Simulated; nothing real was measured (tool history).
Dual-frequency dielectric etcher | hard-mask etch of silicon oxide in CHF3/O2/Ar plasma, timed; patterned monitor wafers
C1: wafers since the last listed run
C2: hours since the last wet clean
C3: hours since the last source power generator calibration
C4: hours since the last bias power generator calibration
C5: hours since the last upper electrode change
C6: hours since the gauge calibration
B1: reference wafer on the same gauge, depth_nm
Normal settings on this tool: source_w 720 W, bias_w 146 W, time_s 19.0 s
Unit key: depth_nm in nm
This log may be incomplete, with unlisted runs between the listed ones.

run 1 hour=0.0 | source_w=720 bias_w=146 time_s=19.0 | C1=0 C2=276.8 C3=2503.3 C4=2643.8 C5=4768.8 C6=290.7 | B1=38.39 | depth_nm=39.16
run 2 hour=13.9 | source_w=720 bias_w=146 time_s=19.0 | C1=127 C2=290.7 C3=2517.2 C4=2657.7 C5=4782.7 C6=304.6 | B1=38.40 | depth_nm=39.09
run 3 hour=43.3 | source_w=720 bias_w=146 time_s=19.0 | C1=270 C2=320.1 C3=2546.6 C4=2687.1 C5=4812.1 C6=334.0 | B1=38.41 | depth_nm=38.99
run 4 hour=70.6 | source_w=720 bias_w=146 time_s=19.0 | C1=250 C2=347.4 C3=2573.9 C4=2714.4 C5=4839.4 C6=361.3 | B1=38.40 | depth_nm=38.93
run 5 hour=87.7 | source_w=720 bias_w=146 time_s=19.0 | C1=157 C2=364.5 C3=2591.0 C4=2731.5 C5=4856.5 C6=378.4 | B1=38.40 | depth_nm=38.96
run 6 hour=121.4 | source_w=720 bias_w=146 time_s=19.0 | C1=309 C2=398.2 C3=2624.7 C4=2765.2 C5=4890.2 C6=412.1 | B1=38.41 | depth_nm=38.95
-- hour=128.0 gauge calibrated
run 7 hour=136.7 | source_w=720 bias_w=122 time_s=19.0 | C1=140 C2=413.5 C3=2640.0 C4=2780.5 C5=4905.5 C6=8.7 | B1=38.43 | depth_nm=36.90
run 8 hour=167.6 | source_w=720 bias_w=122 time_s=19.0 | C1=284 C2=444.4 C3=2670.9 C4=2811.4 C5=4936.4 C6=39.6 | B1=38.38 | depth_nm=36.79
run 9 hour=188.0 | source_w=720 bias_w=146 time_s=19.0 | C1=187 C2=464.8 C3=2691.3 C4=2831.8 C5=4956.8 C6=60.0 | B1=38.41 | depth_nm=38.84
run 10 hour=220.4 | source_w=720 bias_w=173 time_s=24.0 | C1=297 C2=497.2 C3=2723.7 C4=2864.2 C5=4989.2 C6=92.4 | B1=38.39 | depth_nm=51.47
-- hour=268.3 upper electrode replaced
run 11 hour=268.8 | source_w=720 bias_w=146 time_s=19.0 | C1=224 C2=545.6 C3=2772.1 C4=2912.6 C5=0.5 C6=140.8 | B1=38.40 | depth_nm=38.64
run 12 hour=269.1 | source_w=720 bias_w=177 time_s=14.5 | C1=2 C2=545.9 C3=2772.4 C4=2912.9 C5=0.8 C6=141.1 | B1=38.42 | depth_nm=31.26
-- hour=297.2 bias power generator calibrated
-- hour=313.8 wet clean of the chamber
run 13 hour=314.3 | source_w=830 bias_w=134 time_s=17.0 | C1=226 C2=0.5 C3=2817.6 C4=17.1 C5=46.0 C6=186.3 | B1=38.39 | depth_nm=36.69
run 14 hour=318.2 | source_w=900 bias_w=114 time_s=21.0 | C1=35 C2=4.4 C3=2821.5 C4=21.0 C5=49.9 C6=190.2 | B1=38.41 | depth_nm=44.68
-- hour=328.4 source power generator calibrated
run 15 hour=351.4 | source_w=670 bias_w=179 time_s=13.5 | C1=268 C2=37.6 C3=23.0 C4=54.2 C5=83.1 C6=223.4 | B1=38.40 | depth_nm=29.24

Estimate the outcome of run 16 from the log above:
run 16 hour=383.8 | source_w=720 bias_w=146 time_s=19.0 | C1=297 C2=70.0 C3=55.4 C4=86.6 C5=115.5 C6=255.8 | B1=? | depth_nm=?

{"run 16": {"B1": 38.4, "depth_nm": 39.67}}
With no hidden state in the tool, this same run would have given depth_nm 39.64 nm.

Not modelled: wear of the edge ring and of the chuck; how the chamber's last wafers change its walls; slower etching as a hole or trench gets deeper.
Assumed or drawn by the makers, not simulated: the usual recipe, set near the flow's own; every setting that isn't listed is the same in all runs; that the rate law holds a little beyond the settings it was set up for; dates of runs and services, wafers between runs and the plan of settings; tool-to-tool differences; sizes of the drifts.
